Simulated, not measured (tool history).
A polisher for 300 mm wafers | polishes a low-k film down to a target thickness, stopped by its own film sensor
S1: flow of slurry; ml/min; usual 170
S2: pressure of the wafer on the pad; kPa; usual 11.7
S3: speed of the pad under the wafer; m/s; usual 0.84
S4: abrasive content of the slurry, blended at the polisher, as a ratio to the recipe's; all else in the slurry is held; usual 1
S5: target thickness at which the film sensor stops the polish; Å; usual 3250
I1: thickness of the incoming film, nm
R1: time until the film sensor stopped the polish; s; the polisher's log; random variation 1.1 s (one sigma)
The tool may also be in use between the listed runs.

Run 1, hour 0: usual settings but S2 13.8 kPa; I1 349.8. Result: R1 68.3 s.
Run 2, hour 62.8: usual settings; I1 349.6. Result: R1 85.5 s.
At hour 79.3: slurry blender recalibrated.
Run 3, hour 110.4: usual settings but S4 0.8; I1 344.6. Result: R1 75.4 s.
Run 4, hour 151.8: usual settings but S1 210 ml/min, S2 13.1 kPa, S3 0.66 m/s, S4 1.25; I1 351. Result: R1 88.1 s.
Run 5, hour 210.7: usual settings but S5 3180 Å; I1 350. Result: R1 112.3 s.
Run 6, hour 258: usual settings but S2 14.5 kPa, S5 3320 Å; I1 348.4. Result: R1 47.5 s.
Run 7, hour 305.5: usual settings but S2 10.3 kPa, S3 0.66 m/s; I1 352.3. Result: R1 138.7 s.
Run 8, hour 361.8: usual settings but S2 13.1 kPa, S4 1.15; I1 352.7. Result: R1 82.8 s.
At hour 404.2: slurry nozzle cleaned.
Run 9, hour 406.9: usual settings but S1 120 ml/min; I1 344.7. Result: R1 75.7 s.
At hour 419.1: head pressure recalibrated.
At hour 425.7: worn pad replaced by a new one.
Run 10, hour 437.5: usual settings but S1 210 ml/min, S2 13.1 kPa, S3 0.66 m/s, S4 1.25; I1 351.7. Result: R1 81.9 s.
Run 11, hour 485.6: usual settings; I1 349.2. Result: R1 81.6 s.
At hour 507.7: conditioning disc replaced and pad reconditioned.
Run 12, hour 515: usual settings but S5 3280 Å; I1 354.7. Result: R1 93.2 s.
Run 13, hour 544: usual settings but S3 0.72 m/s, S4 0.8; I1 348.9. Result: R1 103.9 s.
Run 14, hour 581.6: usual settings but S1 205 ml/min, S3 0.96 m/s, S4 1.15, S5 3320 Å; I1 347.6. Result: R1 44.7 s.
At hour 588: slurry blender recalibrated.
Run 15, hour 606: usual settings but S3 0.62 m/s; I1 348.7. Result: R1 109.2 s.
Run 16, hour 659.1: usual settings but S1 205 ml/min; I1 356.8. Result: R1 112.6 s.
Run 17, hour 707.3: usual settings but S1 115 ml/min, S2 7.6 kPa, S4 1.3, S5 3320 Å; I1 348.5. Result: R1 89.8 s.
Run 18, hour 747.7: usual settings but S2 9.7 kPa, S3 1 m/s, S4 0.8; I1 350.5. Result: R1 110.1 s.
Run 19, hour 808.6: usual settings but S2 9 kPa; I1 347.9. Result: R1 113.3 s.
Run 20, hour 862.2: usual settings but S3 1.08 m/s; I1 348.9. Result: R1 73.4 s.
At hour 863.5: slurry nozzle cleaned.
At hour 896.8: head pressure recalibrated.
Run 21, hour 907.5: usual settings but S1 195 ml/min, S2 15.2 kPa, S5 3340 Å; I1 348.4. Result: R1 41.1 s.
At hour 960: worn pad replaced by a new one.
Run 22, hour 960.5: usual settings but S3 0.72 m/s; I1 351.3. Result: R1 94 s.
At hour 1011.8: conditioning disc replaced and pad reconditioned.
Run 23, hour 1014.1: usual settings but S2 14.5 kPa; I1 346.4. Result: R1 55.1 s.
At hour 1057.4: slurry blender recalibrated.
Run 24, hour 1076.9: usual settings; I1 346.2. Result: R1 72.2 s.

Measured less the same run without the tool's hidden state. The same run-to-run variation is in both; the gauge's scatter may not be:
The hidden state here: removal rate lost through wear of the pad, %; slurry flow missing at the pad, %; deviation of the head's pressure from its setpoint, %; abrasive missing from the slurry, %; time polished since the conditioner stopped cutting, s.
run     R1
  1   +3.4
  2     +7
  3   +7.5
  4   +9.8
  5    +14
  6   +6.3
  7  +19.1
  8  +11.8
  9    +11
 10   +3.4
 11   +6.1
 12   +8.6
 13    +11
 14   +5.4
 15    +14
 16  +15.9
 17  +13.6
 18  +17.3
 19  +18.5
 20  +12.3
 21     +7
 22     +1
 23   +2.8
 24   +6.1
